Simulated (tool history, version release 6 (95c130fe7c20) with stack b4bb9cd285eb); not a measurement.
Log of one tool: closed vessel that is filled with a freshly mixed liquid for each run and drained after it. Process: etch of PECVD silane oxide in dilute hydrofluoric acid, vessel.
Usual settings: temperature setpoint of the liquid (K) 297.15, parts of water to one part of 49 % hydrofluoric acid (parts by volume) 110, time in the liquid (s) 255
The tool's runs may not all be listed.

run	hour	temperature setpoint of the liquid (K)	parts of water to one part of 49 % hydrofluoric acid (parts by volume)	time in the liquid (s)	read-back film thickness of the PECVD silane oxide reference wafer, read on the same gauge (nm)	thickness taken off the PECVD silane oxide on a monitor wafer (angstrom)
1	0.0	299.15	120	255	100.00	489.0
2	11.9	299.15	120	255	99.98	475.6
3	23.1	299.15	120	255	100.00	482.9
4	34.2	297.15	110	255	100.03	490.7
5	46.9	293.65	110	135	100.00	227.1
6	56.4	297.15	110	255	99.98	481.9
7	63.3	297.15	110	255	100.01	494.2
8	74.9	297.15	110	255	100.01	488.8
9	91.2	297.15	110	255	100.02	495.9
10	98.4	297.15	110	255	99.99	488.9
11	112.4	297.15	110	255	100.00	496.9
12	119.3	297.15	80	255	99.98	699.3
13	129.7	297.15	110	255	100.00	491.3
14	147.0	299.15	120	255	99.98	483.1
15	157.2	297.15	110	255	100.01	490.8
# hour 163.2: gauge calibrated
16	173.8	297.15	160	215	99.98	267.0
17	185.0	301.15	130	125	100.00	234.7
18	202.4	299.65	145	345	100.01	532.7
19	219.3	293.65	110	190	99.99	314.8
# hour 225.6: hydrofluoric acid flow meter replaced
20	226.1	297.15	150	135	100.00	182.6
21	236.9	297.15	135	255	100.01	394.0
# hour 240.3: thermometer replaced
22	251.9	294.15	150	325	100.02	387.4
23	260.4	301.65	140	190	100.00	332.6
24	268.8	297.15	110	255	99.99	499.1
25	309.3	297.15	110	255	100.00	498.0

4 ways to go on from here, each from the tool as it stands after run 25. What would each give?
A	310.0	297.15	110	255	?	?
B	310.0	300.15	90	255	?	?
C	310.0	297.15	75	255	?	?
D	310.0	292.65	150	185	?	?

run	read-back film thickness of the PECVD silane oxide reference wafer, read on the same gauge (nm)	thickness taken off the PECVD silane oxide on a monitor wafer (angstrom)
A	100.01	491.8
B	100.01	693.3
C	100.01	753.4
D	100.01	209.3
Without the tool's hidden state the same runs would have given:
run	thickness taken off the PECVD silane oxide on a monitor wafer (angstrom)
A	491.8
B	693.3
C	753.4
D	209.3

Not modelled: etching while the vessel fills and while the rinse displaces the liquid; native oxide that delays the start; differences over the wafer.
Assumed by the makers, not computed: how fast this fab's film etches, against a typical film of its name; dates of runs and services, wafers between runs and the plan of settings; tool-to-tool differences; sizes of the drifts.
